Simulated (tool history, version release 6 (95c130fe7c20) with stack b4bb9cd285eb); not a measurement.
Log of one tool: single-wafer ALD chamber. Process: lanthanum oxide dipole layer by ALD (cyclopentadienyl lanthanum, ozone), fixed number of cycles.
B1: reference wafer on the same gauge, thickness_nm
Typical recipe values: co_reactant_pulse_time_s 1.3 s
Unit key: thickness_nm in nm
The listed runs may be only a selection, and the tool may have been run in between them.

Run 1, hour 0: usual settings; B1 0.649. Result: thickness_nm 0.545 nm.
Run 2, hour 74.9: usual settings; B1 0.648. Result: thickness_nm 0.545 nm.
Run 3, hour 120.7: usual settings; B1 0.648. Result: thickness_nm 0.546 nm.
Run 4, hour 218.4: usual settings; B1 0.649. Result: thickness_nm 0.543 nm.
Run 5, hour 259.9: usual settings; B1 0.649. Result: thickness_nm 0.546 nm.
Run 6, hour 365.9: usual settings but co_reactant_pulse_time_s 1.02 s; B1 0.649. Result: thickness_nm 0.499 nm.
Run 7, hour 438.2: usual settings but co_reactant_pulse_time_s 1.02 s; B1 0.649. Result: thickness_nm 0.52 nm.
Run 8, hour 758.7: usual settings; B1 0.649. Result: thickness_nm 0.553 nm.
Run 9, hour 852.8: usual settings but co_reactant_pulse_time_s 1.42 s; B1 0.649. Result: thickness_nm 0.567 nm.
Run 10, hour 939.6: usual settings but co_reactant_pulse_time_s 1.69 s; B1 0.649. Result: thickness_nm 0.582 nm.
Run 11, hour 976: usual settings but co_reactant_pulse_time_s 0.89 s; B1 0.649. Result: thickness_nm 0.474 nm.
Run 12, hour 1073.4: usual settings but co_reactant_pulse_time_s 1.51 s; B1 0.649. Result: thickness_nm 0.571 nm.
Run 13, hour 1144.3: usual settings but co_reactant_pulse_time_s 1.71 s; B1 0.649. Result: thickness_nm 0.584 nm.
Run 14, hour 1208.8: usual settings but co_reactant_pulse_time_s 1.59 s; B1 0.649. Result: thickness_nm 0.577 nm.
Run 15, hour 1309.8: usual settings but co_reactant_pulse_time_s 1.5 s; B1 0.649. Result: thickness_nm 0.568 nm.
Run 16, hour 1387.1: usual settings but co_reactant_pulse_time_s 1.12 s; B1 0.649. Result: thickness_nm 0.521 nm.
Run 17, hour 1429.1: usual settings but co_reactant_pulse_time_s 1.48 s; B1 0.649. Result: thickness_nm 0.566 nm.
Run 18, hour 1528.6: usual settings but co_reactant_pulse_time_s 0.94 s; B1 0.649. Result: thickness_nm 0.482 nm.
Run 19, hour 1596: usual settings but co_reactant_pulse_time_s 0.91 s; B1 0.649. Result: thickness_nm 0.472 nm.
Run 20, hour 1682.4: usual settings; B1 0.649. Result: thickness_nm 0.548 nm.
Run 21, hour 1764.1: usual settings; B1 0.649. Result: thickness_nm 0.546 nm.
Run 22, hour 1827.9: usual settings but co_reactant_pulse_time_s 0.8 s; B1 0.649. Result: thickness_nm 0.437 nm.
Run 23, hour 1882.7: usual settings; B1 0.649. Result: thickness_nm 0.549 nm.
Run 24, hour 1939.1: usual settings; B1 0.649. Result: thickness_nm 0.545 nm.
Run 25, hour 2041.2: usual settings; B1 0.649. Result: thickness_nm 0.548 nm.
Run 26, hour 2085.4: usual settings but co_reactant_pulse_time_s 0.78 s; B1 0.65. Result: thickness_nm 0.431 nm.
Run 27, hour 2159.6: usual settings; B1 0.649. Result: thickness_nm 0.56 nm.
Run 28, hour 2232.3: usual settings but co_reactant_pulse_time_s 1.03 s; B1 0.649. Result: thickness_nm 0.517 nm.
Run 29, hour 2286.5: usual settings but co_reactant_pulse_time_s 0.82 s; B1 0.649. Result: thickness_nm 0.46 nm.
Run 30, hour 2357.7: usual settings; B1 0.649. Result: thickness_nm 0.555 nm.
Run 31, hour 2443.6: usual settings but co_reactant_pulse_time_s 0.79 s; B1 0.649. Result: thickness_nm 0.447 nm.
Run 32, hour 2528: usual settings but co_reactant_pulse_time_s 1.52 s; B1 0.649. Result: thickness_nm 0.572 nm.
Run 33, hour 2574.3: usual settings but co_reactant_pulse_time_s 1.01 s; B1 0.649. Result: thickness_nm 0.504 nm.
Run 34, hour 2663.4: usual settings but co_reactant_pulse_time_s 0.83 s; B1 0.649. Result: thickness_nm 0.454 nm.

Missing from the log above: 5 entries noted between runs. For each, name the pair of listed runs it sits between and say how the tool's hidden condition differs from the listed run just before to the listed run just after:
In the gap between runs 6 and 7: ozone generator serviced (hour 398.4)
  ozone dose above that of a generator just serviced (%): -10.6 -> -1.27
  the result without the hidden state subtracted from the measured one, thickness_nm: -0.023 -> -0.002 nm
In the gap between runs 7 and 8: gauge calibrated (hour 717.8)
  ozone dose above that of a generator just serviced (%): -1.27 -> -5.83
  the result without the hidden state subtracted from the measured one, thickness_nm: -0.002 -> -0.008 nm
In the gap between runs 10 and 11: showerhead replaced (hour 965.8)
  ozone dose above that of a generator just serviced (%): -7.4 -> -7.65
  the result without the hidden state subtracted from the measured one, thickness_nm: -0.006 -> -0.018 nm
In the gap between runs 20 and 21: thermocouple changed; heater temperature recalibrated (hour 1714.6)
  ozone dose above that of a generator just serviced (%): -10.2 -> -10.4
  the result without the hidden state subtracted from the measured one, thickness_nm: -0.016 -> -0.016 nm
In the gap between runs 26 and 27: ozone generator serviced (hour 2119.2)
  ozone dose above that of a generator just serviced (%): -10.7 -> -2.39
  the result without the hidden state subtracted from the measured one, thickness_nm: -0.028 -> -0.003 nm

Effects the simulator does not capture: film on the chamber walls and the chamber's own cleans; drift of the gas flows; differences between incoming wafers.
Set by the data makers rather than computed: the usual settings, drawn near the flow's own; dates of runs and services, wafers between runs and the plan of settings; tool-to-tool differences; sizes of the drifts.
